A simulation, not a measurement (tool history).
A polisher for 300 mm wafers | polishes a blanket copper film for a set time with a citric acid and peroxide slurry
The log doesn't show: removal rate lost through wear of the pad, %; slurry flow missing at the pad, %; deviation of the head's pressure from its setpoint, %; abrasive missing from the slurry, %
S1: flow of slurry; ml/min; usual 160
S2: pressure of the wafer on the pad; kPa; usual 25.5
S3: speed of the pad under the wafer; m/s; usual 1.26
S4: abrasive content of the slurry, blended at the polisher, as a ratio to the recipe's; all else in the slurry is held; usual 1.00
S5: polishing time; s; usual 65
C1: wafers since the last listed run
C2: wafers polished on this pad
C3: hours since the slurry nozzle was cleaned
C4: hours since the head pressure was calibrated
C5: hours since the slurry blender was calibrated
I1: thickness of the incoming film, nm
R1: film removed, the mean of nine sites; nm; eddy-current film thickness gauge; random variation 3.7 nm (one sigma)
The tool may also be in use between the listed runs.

run,day,S1,S2,S3,S4,S5,C1,C2,C3,C4,C5,I1,R1
1,0.000,160,25.5,1.26,1.00,65,0,1057,149.0,244.7,70.0,1042.6,233.7
2,2.242,160,25.5,1.26,1.00,74,605,1663,202.8,298.5,123.8,1046.8,252.7
3,5.554,160,25.5,1.26,1.00,74,894,2557,282.3,378.0,203.3,1038.7,248.8
# day 6.879: worn pad replaced by a new one
# day 9.421: slurry blender recalibrated
4,9.650,160,25.5,1.26,0.80,65,1038,726,380.6,476.3,5.5,1036.3,219.4
5,11.892,160,25.5,1.26,1.00,65,605,1331,434.4,530.1,59.3,1045.9,228.0
6,14.825,160,25.5,1.26,1.00,65,792,2124,504.8,600.5,129.7,1052.7,219.4
7,16.538,160,25.5,1.26,1.00,65,462,2586,545.9,641.6,170.8,1061.9,215.2
8,18.779,160,25.5,1.26,1.00,65,605,3192,599.7,695.4,224.6,1065.5,210.2
# day 19.971: worn pad replaced by a new one
# day 22.567: slurry blender recalibrated
9,30.212,135,25.5,1.66,1.00,65,3020,2743,874.1,969.8,183.5,1063.3,269.1
# day 31.996: head pressure recalibrated
# day 32.733: worn pad replaced by a new one
10,34.329,160,25.5,1.26,1.00,65,1044,431,972.9,56.0,282.3,1033.8,253.8
# day 35.008: slurry nozzle cleaned
# day 36.121: slurry blender recalibrated
11,38.525,160,25.5,1.26,1.00,65,1099,1530,84.4,156.7,57.7,1052.0,235.2
12,40.817,125,17.9,1.26,0.85,65,619,2149,139.4,211.7,112.7,1048.2,167.1
# day 43.017: worn pad replaced by a new one
13,45.317,195,25.5,0.92,1.00,59,1170,621,247.4,319.7,220.7,1030.0,164.5
# day 49.058: slurry blender recalibrated
14,49.246,160,20.7,1.38,0.85,78,1038,1659,341.7,414.0,4.5,1049.0,253.6
15,52.508,135,25.5,1.26,0.85,65,881,2541,420.0,492.3,82.8,1043.5,213.7
# day 53.746: worn pad replaced by a new one
16,56.617,160,25.5,1.26,1.00,65,1064,775,518.6,590.9,181.4,1048.8,238.2
17,59.075,160,25.5,1.26,0.90,52,664,1439,577.6,649.9,240.4,1042.6,175.7

3 ways to go on from here, each from the tool as it stands after run 17. What would each give?
A,59.092,160,25.5,1.26,1.00,65,4,1443,578.0,650.3,240.8,1051.6,?
B,59.092,200,25.5,1.60,0.90,56,4,1443,578.0,650.3,240.8,1051.6,?
C,59.092,160,25.5,1.26,1.00,77,4,1443,578.0,650.3,240.8,1051.6,?

run,R1
A,228.4
B,250.0
C,270.6
Without the tool's hidden state the same runs would have given:
run,R1
A,263.8
B,288.8
C,312.5
